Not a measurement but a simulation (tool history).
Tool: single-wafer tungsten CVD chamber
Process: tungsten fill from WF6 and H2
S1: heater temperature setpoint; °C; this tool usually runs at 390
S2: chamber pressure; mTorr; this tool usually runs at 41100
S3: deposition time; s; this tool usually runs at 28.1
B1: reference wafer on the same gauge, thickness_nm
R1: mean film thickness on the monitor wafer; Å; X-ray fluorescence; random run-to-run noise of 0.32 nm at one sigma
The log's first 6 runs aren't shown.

run	hour	S1	S2	S3	B1	R1
7	69.7	400	41100	30.8	64.059	894.39
8	77.0	390	41100	28.1	63.964	682.65
9	90.3	390	41100	28.1	63.997	684.69
# hour 105.7: thermocouple changed; heater temperature recalibrated
10	106.2	390	41100	28.1	64.021	765.35
# hour 123.0: showerhead replaced
11	123.5	379	41100	28.1	63.952	630.28
12	130.9	379	41100	28.1	63.971	627.95
# hour 137.3: gauge calibrated
13	145.1	399	47600	28.1	64.033	914.68
14	152.1	390	41100	28.1	63.980	755.52
15	158.5	390	41100	31.3	63.975	843.30
16	168.3	390	41100	28.1	63.987	758.73
17	177.4	390	41100	28.1	63.977	753.51
18	187.8	390	41100	28.1	64.019	752.78
# hour 200.0: capacitance manometer re-zeroed and calibrated
19	200.5	390	49500	23.2	63.967	651.78
20	205.0	376	44200	24.8	64.015	522.20
21	215.3	390	41100	28.1	64.006	746.35
22	221.5	399	34300	31.0	63.970	914.61
23	227.5	390	44600	28.1	64.042	764.96

Run 24, settings as shown, results not yet in. Your forecast:
24	243.8	376	32200	33.0	?	?

Logged for run 24: B1 63.970, R1 641.87 Å.
With no hidden state in the tool, this same run would have given R1 664.06 Å.
